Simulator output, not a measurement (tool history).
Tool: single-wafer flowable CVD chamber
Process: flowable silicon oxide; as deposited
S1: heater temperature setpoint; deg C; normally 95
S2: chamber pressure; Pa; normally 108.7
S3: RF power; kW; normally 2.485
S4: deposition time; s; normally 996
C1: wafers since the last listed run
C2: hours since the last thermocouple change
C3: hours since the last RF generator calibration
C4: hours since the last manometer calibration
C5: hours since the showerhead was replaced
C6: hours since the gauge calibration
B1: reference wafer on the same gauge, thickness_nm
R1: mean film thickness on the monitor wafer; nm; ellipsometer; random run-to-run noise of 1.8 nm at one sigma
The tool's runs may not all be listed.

run    day   S1     S2     S3   S4  C1      C2      C3      C4      C5    C6       B1        R1
  1  0.000   95  108.7  2.485  996   0  2236.9  1824.0  1651.9  5914.2  85.3  782.960   662.621
  2  0.521   95  108.7  2.485  996  19  2249.4  1836.5  1664.4  5926.7  97.8  782.807   661.151
     0.533  -- gauge calibrated
  3  1.058   95  108.7  2.485  996  20  2262.3  1849.4  1677.3  5939.6  12.6  782.676   661.598
  4  1.438   95  108.7  2.485  996  14  2271.4  1858.5  1686.4  5948.7  21.7  783.165   658.667
     2.025  -- thermocouple changed; heater temperature recalibrated
  5  2.112   95  108.7  2.485  996  13     2.1  1874.7  1702.6  5964.9  37.9  782.835   970.532
  6  2.638   95  108.7  2.485  996  20    14.7  1887.3  1715.2  5977.5  50.5  783.621   973.122
     3.146  -- thermocouple changed; heater temperature recalibrated, repeated, since the last time left the tool worse
     3.496  -- RF generator calibrated
  7  3.517   95  108.7  2.485  996   8     8.9     0.5  1736.3  5998.6  71.6  783.341   770.615
  8  3.867  109   82.5  2.485  996  13    17.3     8.9  1744.7  6007.0  80.0  783.296   389.152
     4.262  -- showerhead replaced
  9  4.333   95   91.1  2.485  996   5    28.5    20.1  1755.9     1.7  91.2  783.380   645.684
     4.483  -- gauge calibrated
 10  4.612   95  108.7  2.485  912  10    35.2    26.8  1762.6     8.4   3.1  783.059   708.226
     5.196  -- capacitance manometer re-zeroed and calibrated
 11  5.217   86  130.7  2.900  907  10    49.7    41.3     0.5    22.9  17.6  783.072  1099.535
 12  5.362   95  108.7  2.485  996   5    53.2    44.8     4.0    26.4  21.1  783.306   771.280
 13  5.833   95  131.9  2.485  996  18    64.5    56.1    15.3    37.7  32.4  782.905   936.930
 14  6.288  100  108.7  2.350  996  17    75.4    67.0    26.2    48.6  43.3  783.385   664.253
 15  6.571   85   99.5  2.485  812  10    82.2    73.8    33.0    55.4  50.1  783.136   760.407

Here are 3 independent what-if runs from the current tool condition. What would each one return?
  A  6.600  95  108.7  2.795   996   1  82.9  74.5  33.7  56.1  50.8   ?   ?
  B  6.600  95  108.7  2.485  1072   1  82.9  74.5  33.7  56.1  50.8   ?   ?
  C  6.600  83  108.7  2.485  1173   1  82.9  74.5  33.7  56.1  50.8   ?   ?

run       B1        R1
  A  782.803   777.741
  B  782.803   827.664
  C  782.803  1263.488
Stripped of hidden state, with their random variation kept, the same runs would have yielded:
run        R1
  A   782.749
  B   832.994
  C  1270.852

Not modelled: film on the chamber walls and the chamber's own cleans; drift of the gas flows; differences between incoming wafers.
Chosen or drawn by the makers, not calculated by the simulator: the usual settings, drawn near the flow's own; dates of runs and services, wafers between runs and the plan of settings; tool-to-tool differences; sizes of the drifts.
